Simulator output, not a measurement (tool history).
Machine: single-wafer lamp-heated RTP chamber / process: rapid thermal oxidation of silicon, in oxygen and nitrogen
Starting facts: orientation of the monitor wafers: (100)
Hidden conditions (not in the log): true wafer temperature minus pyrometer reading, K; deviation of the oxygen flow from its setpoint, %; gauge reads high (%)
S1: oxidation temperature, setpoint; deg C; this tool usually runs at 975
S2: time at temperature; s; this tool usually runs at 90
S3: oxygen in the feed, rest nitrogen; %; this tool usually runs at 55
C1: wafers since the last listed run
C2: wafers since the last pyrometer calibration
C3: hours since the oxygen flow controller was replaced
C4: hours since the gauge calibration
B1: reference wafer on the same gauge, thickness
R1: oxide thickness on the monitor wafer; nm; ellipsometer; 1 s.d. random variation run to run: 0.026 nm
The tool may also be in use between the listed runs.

run 1 hour=0.0 | S1=975 S2=124 S3=55 | C1=0 C2=5356 C3=6888.7 C4=377.5 | B1=4.153 | R1=5.725
run 2 hour=14.9 | S1=975 S2=90 S3=55 | C1=78 C2=5435 C3=6903.6 C4=392.4 | B1=4.147 | R1=4.996
run 3 hour=28.5 | S1=975 S2=90 S3=55 | C1=71 C2=5507 C3=6917.2 C4=406.0 | B1=4.143 | R1=4.961
run 4 hour=42.2 | S1=975 S2=90 S3=55 | C1=72 C2=5579 C3=6930.9 C4=419.7 | B1=4.133 | R1=4.998
run 5 hour=48.6 | S1=975 S2=90 S3=55 | C1=33 C2=5613 C3=6937.3 C4=426.1 | B1=4.149 | R1=5.005
run 6 hour=57.8 | S1=975 S2=90 S3=70 | C1=48 C2=5662 C3=6946.5 C4=435.3 | B1=4.148 | R1=5.393
run 7 hour=73.7 | S1=975 S2=90 S3=70 | C1=84 C2=5746 C3=6962.4 C4=451.2 | B1=4.146 | R1=5.378
run 8 hour=84.4 | S1=975 S2=90 S3=70 | C1=56 C2=5802 C3=6973.1 C4=461.9 | B1=4.146 | R1=5.390
run 9 hour=118.5 | S1=975 S2=90 S3=55 | C1=180 C2=5982 C3=7007.2 C4=496.0 | B1=4.141 | R1=4.964
run 10 hour=127.2 | S1=975 S2=90 S3=55 | C1=45 C2=6028 C3=7015.9 C4=504.7 | B1=4.131 | R1=4.930
run 11 hour=136.3 | S1=975 S2=90 S3=55 | C1=48 C2=6077 C3=7025.0 C4=513.8 | B1=4.132 | R1=5.016
run 12 hour=146.8 | S1=975 S2=90 S3=75 | C1=55 C2=6132 C3=7035.5 C4=524.3 | B1=4.145 | R1=5.540
-- hour=161.1 oxygen flow controller replaced
run 13 hour=161.6 | S1=975 S2=90 S3=75 | C1=35 C2=6168 C3=0.5 C4=539.1 | B1=4.146 | R1=5.566
run 14 hour=172.5 | S1=975 S2=90 S3=75 | C1=57 C2=6226 C3=11.4 C4=550.0 | B1=4.141 | R1=5.556
run 15 hour=182.9 | S1=975 S2=114 S3=77 | C1=54 C2=6281 C3=21.8 C4=560.4 | B1=4.139 | R1=6.233
run 16 hour=225.5 | S1=975 S2=134 S3=64 | C1=225 C2=6506 C3=64.4 C4=603.0 | B1=4.139 | R1=6.312
run 17 hour=241.8 | S1=983 S2=90 S3=31 | C1=86 C2=6592 C3=80.7 C4=619.3 | B1=4.137 | R1=4.399
run 18 hour=251.7 | S1=998 S2=90 S3=55 | C1=52 C2=6644 C3=90.6 C4=629.2 | B1=4.138 | R1=5.883
run 19 hour=257.9 | S1=975 S2=90 S3=55 | C1=32 C2=6677 C3=96.8 C4=635.4 | B1=4.133 | R1=5.030
run 20 hour=273.9 | S1=1001 S2=90 S3=55 | C1=84 C2=6761 C3=112.8 C4=651.4 | B1=4.150 | R1=6.064
run 21 hour=297.5 | S1=975 S2=90 S3=55 | C1=124 C2=6886 C3=136.4 C4=675.0 | B1=4.134 | R1=5.046
run 22 hour=304.9 | S1=975 S2=48 S3=55 | C1=39 C2=6925 C3=143.8 C4=682.4 | B1=4.153 | R1=3.878
run 23 hour=311.6 | S1=975 S2=121 S3=55 | C1=35 C2=6961 C3=150.5 C4=689.1 | B1=4.143 | R1=5.735
run 24 hour=326.7 | S1=951 S2=90 S3=67 | C1=79 C2=7041 C3=165.6 C4=704.2 | B1=4.145 | R1=4.519
-- hour=335.5 pyrometer window cleaned and pyrometer calibrated
run 25 hour=342.5 | S1=975 S2=90 S3=55 | C1=41 C2=36 C3=181.4 C4=720.0 | B1=4.143 | R1=4.706
run 26 hour=354.1 | S1=975 S2=90 S3=55 | C1=61 C2=98 C3=193.0 C4=731.6 | B1=4.130 | R1=4.716
-- hour=358.2 gauge calibrated
run 27 hour=369.4 | S1=946 S2=107 S3=65 | C1=80 C2=179 C3=208.3 C4=11.2 | B1=4.147 | R1=4.384
run 28 hour=383.3 | S1=984 S2=90 S3=55 | C1=73 C2=252 C3=222.2 C4=25.1 | B1=4.138 | R1=5.100
run 29 hour=390.8 | S1=975 S2=76 S3=38 | C1=39 C2=292 C3=229.7 C4=32.6 | B1=4.139 | R1=3.976
run 30 hour=398.8 | S1=951 S2=58 S3=72 | C1=42 C2=334 C3=237.7 C4=40.6 | B1=4.137 | R1=3.634
run 31 hour=410.8 | S1=987 S2=116 S3=34 | C1=63 C2=397 C3=249.7 C4=52.6 | B1=4.137 | R1=4.874
run 32 hour=426.2 | S1=1003 S2=67 S3=55 | C1=81 C2=479 C3=265.1 C4=68.0 | B1=4.136 | R1=5.059
run 33 hour=440.3 | S1=975 S2=90 S3=84 | C1=74 C2=553 C3=279.2 C4=82.1 | B1=4.130 | R1=5.461
run 34 hour=453.7 | S1=975 S2=90 S3=55 | C1=70 C2=624 C3=292.6 C4=95.5 | B1=4.150 | R1=4.746
run 35 hour=463.2 | S1=984 S2=75 S3=55 | C1=50 C2=674 C3=302.1 C4=105.0 | B1=4.142 | R1=4.756
run 36 hour=472.9 | S1=950 S2=90 S3=82 | C1=51 C2=726 C3=311.8 C4=114.7 | B1=4.136 | R1=4.540
run 37 hour=479.9 | S1=996 S2=67 S3=84 | C1=36 C2=763 C3=318.8 C4=121.7 | B1=4.148 | R1=5.615
run 38 hour=490.3 | S1=988 S2=90 S3=55 | C1=54 C2=817 C3=329.2 C4=132.1 | B1=4.145 | R1=5.260

Below are 4 alternative next runs, each starting from the tool's condition after run 38. Predict each:
run A hour=490.8 | S1=975 S2=90 S3=55 | C1=2 C2=820 C3=329.7 C4=132.6 | B1=? | R1=?
run B hour=490.8 | S1=975 S2=90 S3=31 | C1=2 C2=820 C3=329.7 C4=132.6 | B1=? | R1=?
run C hour=490.8 | S1=975 S2=90 S3=30 | C1=2 C2=820 C3=329.7 C4=132.6 | B1=? | R1=?
run D hour=490.8 | S1=967 S2=90 S3=55 | C1=2 C2=820 C3=329.7 C4=132.6 | B1=? | R1=?

run=A B1=4.140 R1=4.795
run=B B1=4.140 R1=4.005
run=C B1=4.140 R1=3.967
run=D B1=4.140 R1=4.529
What these runs would have given with no unlogged condition in the tool:
run=A R1=4.732
run=B R1=3.958
run=C R1=3.920
run=D R1=4.469
